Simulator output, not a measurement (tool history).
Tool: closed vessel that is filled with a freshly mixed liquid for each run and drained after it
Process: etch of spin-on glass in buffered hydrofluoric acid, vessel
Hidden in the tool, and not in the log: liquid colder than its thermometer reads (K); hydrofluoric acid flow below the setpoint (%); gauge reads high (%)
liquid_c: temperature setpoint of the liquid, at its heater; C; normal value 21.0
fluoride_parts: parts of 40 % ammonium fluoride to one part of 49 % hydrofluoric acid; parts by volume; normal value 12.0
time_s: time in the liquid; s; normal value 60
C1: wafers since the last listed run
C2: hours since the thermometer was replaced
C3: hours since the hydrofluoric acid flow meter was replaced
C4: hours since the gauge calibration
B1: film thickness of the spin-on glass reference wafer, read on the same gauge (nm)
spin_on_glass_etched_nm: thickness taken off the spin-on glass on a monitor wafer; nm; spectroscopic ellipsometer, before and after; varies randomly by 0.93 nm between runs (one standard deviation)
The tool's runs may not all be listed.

Run 1, hour 0.0: usual settings but liquid_c 18.0 C, fluoride_parts 16.0 parts by volume; C1 0; C2 2496.9; C3 744.3; C4 870.9; B1 50.01. Result: spin_on_glass_etched_nm 60.53 nm.
Run 2, hour 15.7: usual settings but fluoride_parts 9.0 parts by volume; C1 2124; C2 2512.6; C3 760.0; C4 886.6; B1 50.01. Result: spin_on_glass_etched_nm 119.68 nm.
Run 3, hour 30.4: usual settings but fluoride_parts 9.0 parts by volume; C1 1989; C2 2527.3; C3 774.7; C4 901.3; B1 50.02. Result: spin_on_glass_etched_nm 120.64 nm.
Run 4, hour 46.0: usual settings but fluoride_parts 9.0 parts by volume; C1 2110; C2 2542.9; C3 790.3; C4 916.9; B1 50.03. Result: spin_on_glass_etched_nm 117.92 nm.
Run 5, hour 65.9: usual settings but time_s 85 s; C1 2692; C2 2562.8; C3 810.2; C4 936.8; B1 49.98. Result: spin_on_glass_etched_nm 134.02 nm.
Run 6, hour 89.1: usual settings but liquid_c 23.5 C, fluoride_parts 11.0 parts by volume; C1 3139; C2 2586.0; C3 833.4; C4 960.0; B1 50.00. Result: spin_on_glass_etched_nm 117.42 nm.
Run 7, hour 109.8: usual settings but liquid_c 23.5 C, fluoride_parts 11.0 parts by volume; C1 2801; C2 2606.7; C3 854.1; C4 980.7; B1 49.98. Result: spin_on_glass_etched_nm 117.21 nm.
Run 8, hour 140.1: usual settings but liquid_c 22.0 C, time_s 75 s; C1 4100; C2 2637.0; C3 884.4; C4 1011.0; B1 49.99. Result: spin_on_glass_etched_nm 124.70 nm.
Run 9, hour 154.9: usual settings but liquid_c 22.0 C, time_s 75 s; C1 2002; C2 2651.8; C3 899.2; C4 1025.8; B1 49.98. Result: spin_on_glass_etched_nm 123.81 nm.
Run 10, hour 174.9: usual settings but fluoride_parts 9.5 parts by volume; C1 2706; C2 2671.8; C3 919.2; C4 1045.8; B1 50.00. Result: spin_on_glass_etched_nm 116.35 nm.
Run 11, hour 195.6: usual settings but liquid_c 19.5 C, fluoride_parts 15.5 parts by volume; C1 2801; C2 2692.5; C3 939.9; C4 1066.5; B1 49.96. Result: spin_on_glass_etched_nm 66.60 nm.
Run 12, hour 231.4: usual settings but liquid_c 19.5 C, fluoride_parts 15.5 parts by volume; C1 4844; C2 2728.3; C3 975.7; C4 1102.3; B1 49.98. Result: spin_on_glass_etched_nm 68.13 nm.
Run 13, hour 259.2: usual settings; C1 3761; C2 2756.1; C3 1003.5; C4 1130.1; B1 50.01. Result: spin_on_glass_etched_nm 94.02 nm.
At hour 272.6: gauge calibrated.
Run 14, hour 283.7: usual settings; C1 3315; C2 2780.6; C3 1028.0; C4 11.1; B1 49.97. Result: spin_on_glass_etched_nm 93.57 nm.
Run 15, hour 313.2: usual settings but liquid_c 17.0 C, fluoride_parts 7.0 parts by volume; C1 3991; C2 2810.1; C3 1057.5; C4 40.6; B1 50.00. Result: spin_on_glass_etched_nm 124.26 nm.
Run 16, hour 342.1: usual settings but liquid_c 18.5 C, fluoride_parts 7.5 parts by volume; C1 3910; C2 2839.0; C3 1086.4; C4 69.5; B1 49.99. Result: spin_on_glass_etched_nm 124.83 nm.
Run 17, hour 356.3: usual settings but fluoride_parts 9.0 parts by volume; C1 1921; C2 2853.2; C3 1100.6; C4 83.7; B1 49.96. Result: spin_on_glass_etched_nm 117.50 nm.
Run 18, hour 371.3: usual settings but liquid_c 24.5 C, fluoride_parts 13.5 parts by volume, time_s 80 s; C1 2029; C2 2868.2; C3 1115.6; C4 98.7; B1 50.00. Result: spin_on_glass_etched_nm 136.20 nm.
Run 19, hour 395.1: usual settings; C1 3220; C2 2892.0; C3 1139.4; C4 122.5; B1 49.98. Result: spin_on_glass_etched_nm 91.64 nm.
Run 20, hour 477.8: usual settings but liquid_c 24.5 C, time_s 80 s; C1 11190; C2 2974.7; C3 1222.1; C4 205.2; B1 50.02. Result: spin_on_glass_etched_nm 148.49 nm.
At hour 488.4: thermometer replaced.
Run 21, hour 499.6: usual settings but time_s 35 s; C1 2814; C2 11.2; C3 1243.9; C4 227.0; B1 49.97. Result: spin_on_glass_etched_nm 62.92 nm.
Run 22, hour 521.0: usual settings but time_s 50 s; C1 2895; C2 32.6; C3 1265.3; C4 248.4; B1 50.00. Result: spin_on_glass_etched_nm 88.98 nm.
Run 23, hour 549.7: usual settings but liquid_c 26.0 C, fluoride_parts 14.0 parts by volume, time_s 90 s; C1 3883; C2 61.3; C3 1294.0; C4 277.1; B1 49.99. Result: spin_on_glass_etched_nm 181.20 nm.
At hour 599.7: hydrofluoric acid flow meter replaced.
Run 24, hour 641.4: usual settings but time_s 70 s; C1 12273; C2 153.0; C3 41.7; C4 368.8; B1 49.98. Result: spin_on_glass_etched_nm 122.77 nm.
Run 25, hour 675.7: usual settings; C1 4641; C2 187.3; C3 76.0; C4 403.1; B1 50.00. Result: spin_on_glass_etched_nm 106.91 nm.
Run 26, hour 688.0: usual settings but fluoride_parts 8.5 parts by volume; C1 1664; C2 199.6; C3 88.3; C4 415.4; B1 49.99. Result: spin_on_glass_etched_nm 144.35 nm.
Run 27, hour 721.9: usual settings but fluoride_parts 10.0 parts by volume, time_s 40 s; C1 4587; C2 233.5; C3 122.2; C4 449.3; B1 50.01. Result: spin_on_glass_etched_nm 85.00 nm.
Run 28, hour 753.0: usual settings but time_s 45 s; C1 4208; C2 264.6; C3 153.3; C4 480.4; B1 50.01. Result: spin_on_glass_etched_nm 79.39 nm.
Run 29, hour 765.2: usual settings but time_s 30 s; C1 1650; C2 276.8; C3 165.5; C4 492.6; B1 50.01. Result: spin_on_glass_etched_nm 53.25 nm.
Run 30, hour 780.6: usual settings; C1 2083; C2 292.2; C3 180.9; C4 508.0; B1 50.02. Result: spin_on_glass_etched_nm 106.01 nm.
Run 31, hour 802.4: usual settings but liquid_c 19.5 C, fluoride_parts 14.0 parts by volume, time_s 70 s; C1 2949; C2 314.0; C3 202.7; C4 529.8; B1 49.99. Result: spin_on_glass_etched_nm 97.23 nm.
Run 32, hour 833.6: usual settings but liquid_c 24.0 C, fluoride_parts 16.5 parts by volume; C1 4221; C2 345.2; C3 233.9; C4 561.0; B1 50.00. Result: spin_on_glass_etched_nm 91.95 nm.
Run 33, hour 851.6: usual settings but liquid_c 22.5 C, fluoride_parts 16.0 parts by volume, time_s 70 s; C1 2435; C2 363.2; C3 251.9; C4 579.0; B1 50.01. Result: spin_on_glass_etched_nm 102.06 nm.

Branching from run 33: 4 alternative next runs. What would each branch give?
Run A, hour 852.3: usual settings; C1 94; C2 363.9; C3 252.6; C4 579.7; B1 ?. Result: spin_on_glass_etched_nm ?.
Run B, hour 852.3: usual settings but liquid_c 17.0 C; C1 94; C2 363.9; C3 252.6; C4 579.7; B1 ?. Result: spin_on_glass_etched_nm ?.
Run C, hour 852.3: usual settings but liquid_c 17.5 C; C1 94; C2 363.9; C3 252.6; C4 579.7; B1 ?. Result: spin_on_glass_etched_nm ?.
Run D, hour 852.3: usual settings but liquid_c 24.0 C, fluoride_parts 15.5 parts by volume, time_s 85 s; C1 94; C2 363.9; C3 252.6; C4 579.7; B1 ?. Result: spin_on_glass_etched_nm ?.

run     B1  spin_on_glass_etched_nm
  A  50.03                   105.10
  B  50.03                    83.83
  C  50.03                    86.27
  D  50.03                   136.72
With the hidden condition removed and each run's random variation left untouched, the same runs would have given:
run  spin_on_glass_etched_nm
  A                   107.11
  B                    85.48
  C                    87.95
  D                   139.29

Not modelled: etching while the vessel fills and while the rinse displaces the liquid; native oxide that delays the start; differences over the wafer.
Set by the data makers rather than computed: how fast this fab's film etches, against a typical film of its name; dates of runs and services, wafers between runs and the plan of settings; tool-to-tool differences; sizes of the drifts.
